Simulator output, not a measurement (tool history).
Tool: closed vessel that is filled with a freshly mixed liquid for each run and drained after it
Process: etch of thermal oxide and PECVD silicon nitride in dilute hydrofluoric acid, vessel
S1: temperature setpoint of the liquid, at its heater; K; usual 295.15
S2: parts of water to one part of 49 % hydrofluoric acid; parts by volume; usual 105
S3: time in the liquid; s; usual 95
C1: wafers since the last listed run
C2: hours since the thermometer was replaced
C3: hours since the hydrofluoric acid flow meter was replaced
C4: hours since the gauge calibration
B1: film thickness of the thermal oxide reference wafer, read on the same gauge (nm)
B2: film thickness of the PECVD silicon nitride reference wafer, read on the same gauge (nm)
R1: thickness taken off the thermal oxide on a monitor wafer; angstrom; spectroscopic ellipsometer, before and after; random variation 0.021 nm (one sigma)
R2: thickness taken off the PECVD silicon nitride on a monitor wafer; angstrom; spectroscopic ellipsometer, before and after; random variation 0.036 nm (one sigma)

| run | hour | S1 | S2 | S3 | C1 | C2 | C3 | C4 | B1 | B2 | R1 | R2 |
|---|---|---|---|---|---|---|---|---|---|---|---|---|
| 1 | 0 | 295.15 | 105 | 50 | 0 | 2735 | 1093.4 | 4.9 | 99.975 | 149.975 | 18.88 | 10.24 |
| 2 | 10.7 | 295.15 | 105 | 50 | 1164 | 2745.7 | 1104.1 | 15.6 | 100.006 | 149.989 | 19 | 10.36 |
| 3 | 28.1 | 295.15 | 105 | 50 | 1893 | 2763.1 | 1121.5 | 33 | 99.97 | 150 | 18.91 | 10.41 |
| 4 | 43.7 | 295.15 | 105 | 95 | 1697 | 2778.7 | 1137.1 | 48.6 | 99.991 | 150.001 | 35.82 | 19.64 |
| 5 | 55.2 | 295.15 | 105 | 95 | 1251 | 2790.2 | 1148.6 | 60.1 | 100.01 | 149.991 | 35.87 | 19.56 |
| 6 | 74.9 | 295.15 | 105 | 95 | 2143 | 2809.9 | 1168.3 | 79.8 | 100.029 | 149.985 | 35.85 | 19.27 |
| 7 | 85.4 | 295.15 | 105 | 95 | 1142 | 2820.4 | 1178.8 | 90.3 | 99.998 | 150.011 | 35.73 | 19.41 |
| 8 | 97.5 | 295.15 | 140 | 95 | 1316 | 2832.5 | 1190.9 | 102.4 | 99.986 | 149.987 | 25.86 | 14.57 |
| 9 | 108.7 | 295.15 | 140 | 95 | 1218 | 2843.7 | 1202.1 | 113.6 | 99.987 | 149.992 | 25.63 | 14.21 |
| 10 | 121.6 | 295.15 | 90 | 95 | 1403 | 2856.6 | 1215 | 126.5 | 100 | 149.982 | 42.46 | 22.63 |
| 11 | 130.9 | 295.15 | 75 | 125 | 1011 | 2865.9 | 1224.3 | 135.8 | 99.984 | 150.001 | 68.49 | 34.97 |
| 12 | 145.6 | 296.65 | 80 | 70 | 1599 | 2880.6 | 1239 | 150.5 | 100.019 | 150.008 | 37.94 | 20.44 |
|  | 157 | hydrofluoric acid flow meter replaced |
|  | 163.9 | thermometer replaced |
|  | 163.9 | gauge calibrated |
| 13 | 164.4 | 295.15 | 105 | 95 | 1827 | 0.5 | 7.4 | 0.5 | 99.986 | 149.986 | 41.23 | 21.74 |
| 14 | 171 | 295.15 | 105 | 95 | 718 | 7.1 | 14 | 7.1 | 100.002 | 150.004 | 41.62 | 22.24 |
| 15 | 180 | 295.15 | 55 | 135 | 979 | 16.1 | 23 | 16.1 | 99.992 | 149.985 | 118.35 | 60.32 |
| 16 | 189.3 | 295.15 | 60 | 60 | 1011 | 25.4 | 32.3 | 25.4 | 100.002 | 149.997 | 47.87 | 23.93 |
| 17 | 198 | 293.65 | 105 | 95 | 946 | 34.1 | 41 | 34.1 | 99.999 | 150.015 | 38.7 | 20.13 |
| 18 | 214.5 | 295.15 | 105 | 95 | 1795 | 50.6 | 57.5 | 50.6 | 100.007 | 149.985 | 40.82 | 21.12 |

Forecast each of these 5 alternatives for the next run:
| A | 215.2 | 295.15 | 70 | 95 | 76 | 51.3 | 58.2 | 51.3 | ? | ? | ? | ? |
| B | 215.2 | 293.65 | 120 | 140 | 76 | 51.3 | 58.2 | 51.3 | ? | ? | ? | ? |
| C | 215.2 | 296.65 | 130 | 130 | 76 | 51.3 | 58.2 | 51.3 | ? | ? | ? | ? |
| D | 215.2 | 298.15 | 105 | 95 | 76 | 51.3 | 58.2 | 51.3 | ? | ? | ? | ? |
| E | 215.2 | 291.65 | 135 | 75 | 76 | 51.3 | 58.2 | 51.3 | ? | ? | ? | ? |

| run | B1 | B2 | R1 | R2 |
|---|---|---|---|---|
| A | 100.01 | 150.028 | 63.81 | 33.44 |
| B | 100.01 | 150.028 | 48.68 | 26.28 |
| C | 100.01 | 150.028 | 46.47 | 27.52 |
| D | 100.01 | 150.028 | 45.94 | 27.39 |
| E | 100.01 | 150.028 | 21.04 | 10.96 |
Without the tool's hidden state the same runs would have given:
| run | R1 | R2 |
|---|---|---|
| A | 64.27 | 33.66 |
| B | 49.04 | 26.44 |
| C | 46.82 | 27.69 |
| D | 46.28 | 27.57 |
| E | 21.2 | 11.03 |
